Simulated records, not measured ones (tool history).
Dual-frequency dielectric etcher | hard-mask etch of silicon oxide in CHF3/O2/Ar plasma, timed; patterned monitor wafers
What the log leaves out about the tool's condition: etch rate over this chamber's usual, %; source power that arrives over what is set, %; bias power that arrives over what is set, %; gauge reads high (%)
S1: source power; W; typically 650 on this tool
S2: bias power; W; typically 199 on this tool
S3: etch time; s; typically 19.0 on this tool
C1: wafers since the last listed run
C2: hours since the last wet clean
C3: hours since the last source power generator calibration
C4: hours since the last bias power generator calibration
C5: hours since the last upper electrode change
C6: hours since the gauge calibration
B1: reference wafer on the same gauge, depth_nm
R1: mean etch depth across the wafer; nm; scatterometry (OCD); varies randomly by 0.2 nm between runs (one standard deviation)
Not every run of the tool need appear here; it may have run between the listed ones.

run 1 day=0.000 | S1=650 S2=199 S3=22.0 | C1=0 C2=0.5 C3=5061.6 C4=3656.2 C5=3650.2 C6=469.7 | B1=33.11 | R1=46.79
run 2 day=3.088 | S1=750 S2=199 S3=19.0 | C1=684 C2=74.6 C3=5135.7 C4=3730.3 C5=3724.3 C6=543.8 | B1=33.15 | R1=43.47
run 3 day=3.829 | S1=650 S2=199 S3=19.0 | C1=164 C2=92.4 C3=5153.5 C4=3748.1 C5=3742.1 C6=561.6 | B1=33.06 | R1=40.65
run 4 day=4.738 | S1=650 S2=199 S3=19.0 | C1=201 C2=114.2 C3=5175.3 C4=3769.9 C5=3763.9 C6=583.4 | B1=33.12 | R1=40.46
run 5 day=5.533 | S1=650 S2=199 S3=19.0 | C1=176 C2=133.3 C3=5194.4 C4=3789.0 C5=3783.0 C6=602.5 | B1=33.10 | R1=40.69
run 6 day=6.862 | S1=650 S2=199 S3=19.0 | C1=294 C2=165.2 C3=5226.3 C4=3820.9 C5=3814.9 C6=634.4 | B1=33.13 | R1=40.76
run 7 day=7.367 | S1=570 S2=167 S3=23.5 | C1=111 C2=177.3 C3=5238.4 C4=3833.0 C5=3827.0 C6=646.5 | B1=33.10 | R1=43.16
-- day=8.162 source power generator calibrated
run 8 day=8.862 | S1=650 S2=199 S3=19.0 | C1=294 C2=213.2 C3=16.8 C4=3868.9 C5=3862.9 C6=682.4 | B1=33.12 | R1=40.72
-- day=9.325 bias power generator calibrated
-- day=10.304 upper electrode replaced
run 9 day=10.325 | S1=650 S2=199 S3=23.5 | C1=70 C2=248.3 C3=51.9 C4=24.0 C5=0.5 C6=717.5 | B1=33.12 | R1=50.34
-- day=10.625 gauge calibrated
run 10 day=10.658 | S1=650 S2=199 S3=19.0 | C1=73 C2=256.3 C3=59.9 C4=32.0 C5=8.5 C6=0.8 | B1=33.08 | R1=40.56
run 11 day=11.175 | S1=650 S2=236 S3=19.0 | C1=114 C2=268.7 C3=72.3 C4=44.4 C5=20.9 C6=13.2 | B1=33.13 | R1=44.03
run 12 day=13.567 | S1=490 S2=164 S3=16.0 | C1=530 C2=326.1 C3=129.7 C4=101.8 C5=78.3 C6=70.6 | B1=33.02 | R1=26.59
run 13 day=15.029 | S1=730 S2=199 S3=19.0 | C1=324 C2=361.2 C3=164.8 C4=136.9 C5=113.4 C6=105.7 | B1=33.18 | R1=42.97
run 14 day=16.488 | S1=650 S2=177 S3=19.0 | C1=323 C2=396.2 C3=199.8 C4=171.9 C5=148.4 C6=140.7 | B1=33.07 | R1=38.58
run 15 day=17.017 | S1=720 S2=171 S3=19.0 | C1=117 C2=408.9 C3=212.5 C4=184.6 C5=161.1 C6=153.4 | B1=33.09 | R1=39.98
run 16 day=18.167 | S1=780 S2=199 S3=17.5 | C1=255 C2=436.5 C3=240.1 C4=212.2 C5=188.7 C6=181.0 | B1=33.15 | R1=41.34
-- day=20.408 wet clean of the chamber
run 17 day=20.429 | S1=650 S2=235 S3=14.0 | C1=280 C2=0.5 C3=294.4 C4=266.5 C5=243.0 C6=235.3 | B1=33.09 | R1=31.81
run 18 day=20.821 | S1=510 S2=199 S3=21.5 | C1=86 C2=9.9 C3=303.8 C4=275.9 C5=252.4 C6=244.7 | B1=33.09 | R1=40.06
run 19 day=22.138 | S1=800 S2=199 S3=19.0 | C1=292 C2=41.5 C3=335.4 C4=307.5 C5=284.0 C6=276.3 | B1=33.08 | R1=45.70
run 20 day=23.162 | S1=700 S2=236 S3=19.0 | C1=227 C2=66.1 C3=360.0 C4=332.1 C5=308.6 C6=300.9 | B1=33.16 | R1=45.75
run 21 day=23.729 | S1=650 S2=221 S3=19.0 | C1=125 C2=79.7 C3=373.6 C4=345.7 C5=322.2 C6=314.5 | B1=33.13 | R1=42.68
run 22 day=25.121 | S1=580 S2=183 S3=19.0 | C1=308 C2=113.1 C3=407.0 C4=379.1 C5=355.6 C6=347.9 | B1=33.11 | R1=36.74
run 23 day=25.771 | S1=650 S2=199 S3=16.5 | C1=144 C2=128.7 C3=422.6 C4=394.7 C5=371.2 C6=363.5 | B1=33.14 | R1=35.31
run 24 day=26.483 | S1=650 S2=199 S3=19.0 | C1=158 C2=145.8 C3=439.7 C4=411.8 C5=388.3 C6=380.6 | B1=33.09 | R1=40.69
run 25 day=27.392 | S1=500 S2=162 S3=21.0 | C1=201 C2=167.6 C3=461.5 C4=433.6 C5=410.1 C6=402.4 | B1=33.02 | R1=35.42
run 26 day=27.992 | S1=550 S2=247 S3=19.0 | C1=133 C2=182.0 C3=475.9 C4=448.0 C5=424.5 C6=416.8 | B1=33.09 | R1=40.30
run 27 day=29.358 | S1=650 S2=199 S3=19.0 | C1=303 C2=214.8 C3=508.7 C4=480.8 C5=457.3 C6=449.6 | B1=33.16 | R1=40.68
run 28 day=30.504 | S1=650 S2=199 S3=19.0 | C1=254 C2=242.3 C3=536.2 C4=508.3 C5=484.8 C6=477.1 | B1=33.16 | R1=40.56
run 29 day=31.379 | S1=610 S2=199 S3=19.0 | C1=194 C2=263.3 C3=557.2 C4=529.3 C5=505.8 C6=498.1 | B1=33.16 | R1=39.19

How the hidden state differs across the entries between the runs, from the last listed run before each to the first after it:
From run 7 to run 8: source power generator calibrated (day 8.162)
  both runs share identical hidden conditions
From run 8 to run 9: bias power generator calibrated (day 9.325); upper electrode replaced (day 10.304)
  both runs share identical hidden conditions
From run 9 to run 10: gauge calibrated (day 10.625)
  both runs share identical hidden conditions
From run 16 to run 17: wet clean of the chamber (day 20.408)
  both runs share identical hidden conditions
